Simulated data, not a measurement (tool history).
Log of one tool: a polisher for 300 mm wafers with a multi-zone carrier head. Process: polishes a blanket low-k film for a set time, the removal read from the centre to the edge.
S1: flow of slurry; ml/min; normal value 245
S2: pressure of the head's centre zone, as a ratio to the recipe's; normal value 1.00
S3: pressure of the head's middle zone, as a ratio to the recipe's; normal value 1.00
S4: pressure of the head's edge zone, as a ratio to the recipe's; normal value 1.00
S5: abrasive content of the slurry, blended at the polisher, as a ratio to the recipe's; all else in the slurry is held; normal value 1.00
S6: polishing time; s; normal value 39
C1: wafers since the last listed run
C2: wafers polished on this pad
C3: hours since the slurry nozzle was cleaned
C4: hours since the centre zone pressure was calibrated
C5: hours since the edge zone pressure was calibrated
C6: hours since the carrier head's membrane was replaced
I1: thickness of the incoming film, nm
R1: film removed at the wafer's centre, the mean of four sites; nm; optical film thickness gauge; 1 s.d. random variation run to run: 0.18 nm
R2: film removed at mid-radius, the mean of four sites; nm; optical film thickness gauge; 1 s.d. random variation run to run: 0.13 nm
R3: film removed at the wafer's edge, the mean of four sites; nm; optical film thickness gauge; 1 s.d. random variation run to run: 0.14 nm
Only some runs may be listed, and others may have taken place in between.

run   hour   S1    S2    S3    S4    S5  S6   C1   C2     C3     C4      C5      C6     I1    R1    R2    R3
  1    0.0  245  1.00  1.00  1.00  1.00  39    0  342  179.6  179.0  1551.8  1777.9  637.9  12.4  12.4  12.7
  2   19.0  245  1.00  1.00  1.00  1.00  39  279  621  198.6  198.0  1570.8  1796.9  651.4  12.0  12.4  13.1
  3   36.8  245  1.00  1.00  1.00  1.00  39  261  883  216.4  215.8  1588.6  1814.7  644.5  11.8  12.3  12.9
  4   43.2  245  1.00  1.00  1.00  1.00  39   94  977  222.8  222.2  1595.0  1821.1  650.1  12.2  12.4  12.9
      53.4  -- worn pad replaced by a new one
  5   53.9  245  1.00  1.00  1.00  1.00  39   98    7  233.5  232.9  1605.7  1831.8  644.3  11.9  12.2  12.9
  6   60.7  245  1.00  1.00  1.00  1.00  39  100  107  240.3  239.7  1612.5  1838.6  649.5  12.2  12.5  13.0
      81.1  -- carrier head's membrane replaced by a new one
  7   81.6  245  1.00  0.91  1.00  0.90  39  233  341  261.2  260.6  1633.4     0.5  644.4  11.6  11.0  12.6
  8   89.0  245  1.00  0.91  1.00  0.90  39  108  450  268.6  268.0  1640.8     7.9  655.4  11.6  11.3  12.5
      93.2  -- edge zone pressure recalibrated
  9   96.4  245  1.00  0.91  1.00  0.90  39   79  529  276.0  275.4     3.2    15.3  645.6  12.0  11.1  12.6
 10  103.7  245  0.96  1.08  1.00  1.00  39  107  637  283.3  282.7    10.5    22.6  652.5  11.9  13.2  12.8
 11  111.9  245  1.00  1.00  1.00  1.00  39  120  757  291.5  290.9    18.7    30.8  636.8  12.2  12.4  12.9
     126.6  -- worn pad replaced by a new one
 12  127.1  245  1.00  1.00  1.00  1.00  39  164    6  306.7  306.1    33.9    46.0  649.3  12.3  12.6  13.0
 13  142.0  245  1.00  1.00  1.00  1.25  28  219  226  321.6  321.0    48.8    60.9  638.8   9.5   9.6  10.0
 14  149.5  245  1.00  1.00  1.00  1.00  39  110  336  329.1  328.5    56.3    68.4  650.3  12.2  12.5  13.1
 15  166.2  305  1.00  1.00  0.96  1.00  39  245  582  345.8  345.2    73.0    85.1  654.1  12.2  12.6  12.9
 16  183.7  245  1.00  1.00  1.00  1.15  39  257  839  363.3  362.7    90.5   102.6  651.5  12.8  13.0  13.6
     190.6  -- slurry nozzle cleaned
 17  191.8  245  0.89  1.00  1.00  0.85  39  104  944    1.2  370.8    98.6   110.7  646.2  10.7  11.6  12.3
     205.9  -- worn pad replaced by a new one
 18  206.4  245  1.00  1.00  1.00  0.75  39  155    6   15.8  385.4   113.2   125.3  648.8  11.0  11.4  11.5
 19  209.9  245  0.97  1.06  0.95  1.00  39   51   58   19.3  388.9   116.7   128.8  642.1  11.7  13.3  12.4
     219.1  -- centre zone pressure recalibrated
 20  219.6  245  1.00  1.00  1.00  0.85  26  113  171   29.0    0.5   126.4   138.5  648.3   7.7   8.0   8.1
 21  232.8  325  1.00  1.00  0.97  1.10  39  194  365   42.2   13.7   139.6   151.7  647.3  12.9  13.1  13.5
     281.1  -- worn pad replaced by a new one
 22  281.6  245  1.00  1.06  1.00  1.00  39  659    7   91.0   62.5   188.4   200.5  648.8  12.2  13.1  13.2
 23  291.6  245  1.00  1.00  0.93  1.00  39  147  154  101.0   72.5   198.4   210.5  637.3  12.3  12.3  12.7

Consider 3 possible next runs. They are alternatives, not a sequence: every one starts from the tool as it was left by run 23. What does each give?
  A  292.0  245  1.00  1.00  1.00  1.00  39   5  160  101.4  72.9  198.8  210.9  643.6   ?   ?   ?
  B  292.0  180  1.00  1.00  1.00  1.00  26   5  160  101.4  72.9  198.8  210.9  643.6   ?   ?   ?
  C  292.0  245  1.00  0.93  1.00  0.85  47   5  160  101.4  72.9  198.8  210.9  643.6   ?   ?   ?

run    R1    R2    R3
  A  12.1  12.6  12.8
  B   7.7   8.0   8.3
  C  13.7  13.5  14.6
With the hidden condition removed and each run's random variation left untouched, the same runs would have given:
run    R1    R2    R3
  A  12.1  12.6  12.8
  B   7.7   8.0   8.3
  C  13.7  13.5  14.6

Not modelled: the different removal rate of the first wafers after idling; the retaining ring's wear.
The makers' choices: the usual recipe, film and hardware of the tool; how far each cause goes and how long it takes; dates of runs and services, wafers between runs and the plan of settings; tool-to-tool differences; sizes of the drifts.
